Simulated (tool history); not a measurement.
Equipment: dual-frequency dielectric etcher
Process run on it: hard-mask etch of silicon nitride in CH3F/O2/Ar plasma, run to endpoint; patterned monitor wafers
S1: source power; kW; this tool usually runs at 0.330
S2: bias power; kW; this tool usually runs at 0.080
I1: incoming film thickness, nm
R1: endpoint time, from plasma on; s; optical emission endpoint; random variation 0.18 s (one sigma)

run 1 day=0.000 | S1=0.330 S2=0.080 | I1=34.66 | R1=51.1
run 2 day=1.950 | S1=0.330 S2=0.080 | I1=34.77 | R1=51.3
-- day=3.212 bias power generator calibrated
run 3 day=3.871 | S1=0.330 S2=0.080 | I1=34.59 | R1=51.2
run 4 day=6.767 | S1=0.330 S2=0.080 | I1=34.40 | R1=51.3
run 5 day=9.471 | S1=0.330 S2=0.080 | I1=34.70 | R1=51.8
run 6 day=10.983 | S1=0.330 S2=0.080 | I1=34.84 | R1=51.9
run 7 day=15.083 | S1=0.330 S2=0.080 | I1=34.79 | R1=52.1
-- day=19.596 upper electrode replaced
run 8 day=19.617 | S1=0.330 S2=0.080 | I1=34.38 | R1=51.4
run 9 day=22.983 | S1=0.330 S2=0.080 | I1=34.25 | R1=51.3
run 10 day=24.796 | S1=0.330 S2=0.080 | I1=34.35 | R1=51.4
-- day=27.138 wet clean of the chamber
run 11 day=27.158 | S1=0.330 S2=0.080 | I1=34.40 | R1=51.5
run 12 day=29.692 | S1=0.280 S2=0.085 | I1=34.33 | R1=52.9
-- day=30.292 source power generator calibrated
run 13 day=31.212 | S1=0.330 S2=0.080 | I1=34.29 | R1=51.5
-- day=33.483 bias power generator calibrated, repeated, since the last time left the tool worse
run 14 day=34.542 | S1=0.400 S2=0.074 | I1=34.54 | R1=48.7
run 15 day=37.312 | S1=0.330 S2=0.080 | I1=34.46 | R1=50.4
run 16 day=40.375 | S1=0.330 S2=0.080 | I1=34.36 | R1=50.0
run 17 day=53.317 | S1=0.330 S2=0.080 | I1=34.49 | R1=50.2
run 18 day=65.871 | S1=0.260 S2=0.080 | I1=34.84 | R1=55.0
-- day=67.612 wet clean of the chamber
run 19 day=68.800 | S1=0.260 S2=0.087 | I1=34.49 | R1=52.7
run 20 day=72.621 | S1=0.250 S2=0.066 | I1=34.31 | R1=59.7
run 21 day=75.833 | S1=0.330 S2=0.080 | I1=34.64 | R1=50.6
run 22 day=77.929 | S1=0.370 S2=0.088 | I1=34.43 | R1=46.6
run 23 day=79.758 | S1=0.280 S2=0.100 | I1=34.42 | R1=48.3
run 24 day=92.625 | S1=0.330 S2=0.080 | I1=34.39 | R1=50.1
run 25 day=95.962 | S1=0.260 S2=0.089 | I1=34.57 | R1=52.8
run 26 day=97.738 | S1=0.290 S2=0.093 | I1=34.47 | R1=49.5
-- day=107.483 wet clean of the chamber
run 27 day=107.504 | S1=0.330 S2=0.080 | I1=34.51 | R1=50.5
run 28 day=108.708 | S1=0.330 S2=0.093 | I1=34.40 | R1=47.5
-- day=116.242 bias power generator calibrated
run 29 day=120.283 | S1=0.310 S2=0.086 | I1=34.83 | R1=50.2
run 30 day=122.775 | S1=0.290 S2=0.080 | I1=34.40 | R1=52.5
run 31 day=124.904 | S1=0.290 S2=0.090 | I1=34.89 | R1=50.7
run 32 day=128.321 | S1=0.360 S2=0.074 | I1=34.55 | R1=50.7
run 33 day=132.383 | S1=0.380 S2=0.062 | I1=34.61 | R1=53.0
run 34 day=136.817 | S1=0.330 S2=0.090 | I1=34.39 | R1=47.7
run 35 day=139.708 | S1=0.330 S2=0.061 | I1=34.44 | R1=56.1
-- day=143.292 wet clean of the chamber
run 36 day=144.146 | S1=0.400 S2=0.080 | I1=34.28 | R1=46.7

Below, each run's measurement less what the same run would have read without the hidden state. Both values contain the same run-to-run variation, but the gauge's scatter may not be the same in both:
Unlogged tool condition in this case: etch rate over this chamber's usual, %; source power that arrives over what is set, %; bias power that arrives over what is set, %.
run=1 R1=+0.7
run=2 R1=+0.7
run=3 R1=+1.1
run=4 R1=+1.2
run=5 R1=+1.2
run=6 R1=+1.2
run=7 R1=+1.3
run=8 R1=+1.3
run=9 R1=+1.3
run=10 R1=+1.3
run=11 R1=+1.4
run=12 R1=+1.4
run=13 R1=+1.4
run=14 R1=-0.1
run=15 R1=-0.1
run=16 R1=-0.1
run=17 R1=+0.1
run=18 R1=+0.1
run=19 R1=+0.1
run=20 R1=+0.2
run=21 R1=+0.2
run=22 R1=+0.2
run=23 R1=+0.2
run=24 R1=+0.3
run=25 R1=+0.4
run=26 R1=+0.4
run=27 R1=+0.4
run=28 R1=+0.4
run=29 R1=-0.1
run=30 R1=+0.0
run=31 R1=+0.0
run=32 R1=+0.0
run=33 R1=+0.1
run=34 R1=+0.1
run=35 R1=+0.1
run=36 R1=+0.2
